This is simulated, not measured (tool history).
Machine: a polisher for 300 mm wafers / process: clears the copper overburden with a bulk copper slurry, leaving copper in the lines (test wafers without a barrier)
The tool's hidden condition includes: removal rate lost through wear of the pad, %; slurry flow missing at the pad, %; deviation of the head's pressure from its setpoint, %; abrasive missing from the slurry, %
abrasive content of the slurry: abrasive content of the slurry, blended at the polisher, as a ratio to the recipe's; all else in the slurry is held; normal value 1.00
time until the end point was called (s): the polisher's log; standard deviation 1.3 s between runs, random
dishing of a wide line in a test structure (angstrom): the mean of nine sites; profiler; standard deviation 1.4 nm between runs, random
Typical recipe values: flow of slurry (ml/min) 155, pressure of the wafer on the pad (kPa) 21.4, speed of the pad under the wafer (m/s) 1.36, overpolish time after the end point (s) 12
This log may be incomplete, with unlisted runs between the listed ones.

run   hour  flow of slurry (ml/min)  pressure of the wafer on the pad (kPa)  speed of the pad under the wafer (m/s)  abrasive content of the slurry  overpolish time after the end point (s)  wafers since the last listed run  wafers polished on this pad  hours since the slurry nozzle was cleaned  hours since the head pressure was calibrated  hours since the slurry blender was calibrated  incoming thickness of the incoming film, nm  time until the end point was called (s)  dishing of a wide line in a test structure (angstrom)
  1    0.0                      155                                    21.4                                    1.36                            1.00                                       12                                 0                            8                                      348.2                                         968.1                                           92.1                                       1489.9                                    102.7                                                    658
  2   27.9                      155                                    21.4                                    1.36                            1.00                                       12                               231                          239                                      376.1                                         996.0                                          120.0                                       1505.5                                    103.1                                                    654
  3   41.1                      155                                    21.4                                    1.36                            1.00                                       12                               109                          348                                      389.3                                        1009.2                                          133.2                                       1466.9                                    102.3                                                    663
  4   57.6                      155                                    21.4                                    1.36                            1.00                                       12                               136                          485                                      405.8                                        1025.7                                          149.7                                       1458.7                                    100.5                                                    616
  5   73.9                      155                                    21.4                                    1.36                            0.90                                       12                               134                          620                                      422.1                                        1042.0                                          166.0                                       1453.5                                    100.9                                                    639
  6   86.3                      155                                    21.4                                    1.36                            0.90                                       12                               102                          723                                      434.5                                        1054.4                                          178.4                                       1476.5                                    103.6                                                    653
  7  108.6                      155                                    21.4                                    1.36                            0.90                                       12                               184                          907                                      456.8                                        1076.7                                          200.7                                       1482.8                                    104.6                                                    645
     122.0  -- head pressure recalibrated
  8  133.6                      155                                    21.4                                    1.36                            1.00                                       15                               190                         1098                                      481.8                                          11.6                                          225.7                                       1475.2                                    101.4                                                    688
  9  169.2                      125                                    14.5                                    0.92                            1.00                                        9                               294                         1393                                      517.4                                          47.2                                          261.3                                       1467.6                                    217.8                                                    347
     178.3  -- slurry nozzle cleaned
 10  197.5                      130                                    16.5                                    1.36                            1.00                                       12                               226                         1619                                       19.2                                          75.5                                          289.6                                       1468.4                                    135.8                                                    549
 11  218.0                      155                                    29.0                                    1.00                            1.00                                       12                               169                         1788                                       39.7                                          96.0                                          310.1                                       1451.6                                     97.2                                                    681
     221.4  -- slurry blender recalibrated
 12  231.6                      155                                    26.9                                    1.18                            1.15                                       12                                96                         1884                                       53.3                                         109.6                                           10.2                                       1480.9                                     91.8                                                    686
 13  262.7                      155                                    21.4                                    1.82                            1.00                                       12                               257                         2142                                       84.4                                         140.7                                           41.3                                       1485.1                                     79.1                                                    707
     276.5  -- worn pad replaced by a new one
 14  281.8                      155                                    16.5                                    1.36                            1.00                                       12                               125                           43                                      103.5                                         159.8                                           60.4                                       1496.8                                    132.5                                                    555
 15  297.2                      170                                    21.4                                    1.36                            1.00                                       12                               127                          171                                      118.9                                         175.2                                           75.8                                       1499.5                                    103.6                                                    661
 16  329.5                      195                                    24.1                                    1.36                            1.00                                       15                               267                          438                                      151.2                                         207.5                                          108.1                                       1476.3                                     88.8                                                    719
 17  360.9                      155                                    27.6                                    1.16                            1.00                                        7                               260                          698                                      182.6                                         238.9                                          139.5                                       1500.6                                     94.3                                                    522
 18  381.8                      130                                    16.5                                    1.36                            1.00                                       12                               173                          871                                      203.5                                         259.8                                          160.4                                       1508.5                                    136.6                                                    563
 19  405.4                      155                                    21.4                                    1.20                            1.20                                        7                               195                         1067                                      227.1                                         283.4                                          184.0                                       1492.1                                    113.6                                                    479
 20  473.4                      155                                    26.9                                    1.18                            1.15                                       12                               563                         1630                                      295.1                                         351.4                                          252.0                                       1471.8                                     90.8                                                    689
     493.8  -- worn pad replaced by a new one
     511.4  -- slurry blender recalibrated
 21  576.8                      155                                    21.4                                    1.36                            1.15                                       12                               806                          671                                      398.5                                         454.8                                           65.4                                       1449.6                                     98.8                                                    658
 22  612.1                      155                                    21.4                                    1.36                            1.00                                       12                               292                          963                                      433.8                                         490.1                                          100.7                                       1476.2                                    104.5                                                    651
 23  630.1                      170                                    19.3                                    1.66                            1.15                                       12                               149                         1112                                      451.8                                         508.1                                          118.7                                       1473.2                                     91.2                                                    666
 24  662.3                      200                                    21.4                                    1.36                            1.15                                       12                               266                         1379                                      484.0                                         540.3                                          150.9                                       1480.2                                     99.4                                                    673

What will run 25 give?
 25  686.0                      155                                    26.9                                    1.18                            1.15                                       12                               196                         1575                                      507.7                                         564.0                                          174.6                                       1465.6                                        ?                                                      ?

{"run 25": {"time until the end point was called (s)": 88.3, "dishing of a wide line in a test structure (angstrom)": 702}}
Without the tool's hidden state the same run would have given time until the end point was called (s) 88.3, dishing of a wide line in a test structure (angstrom) 702.
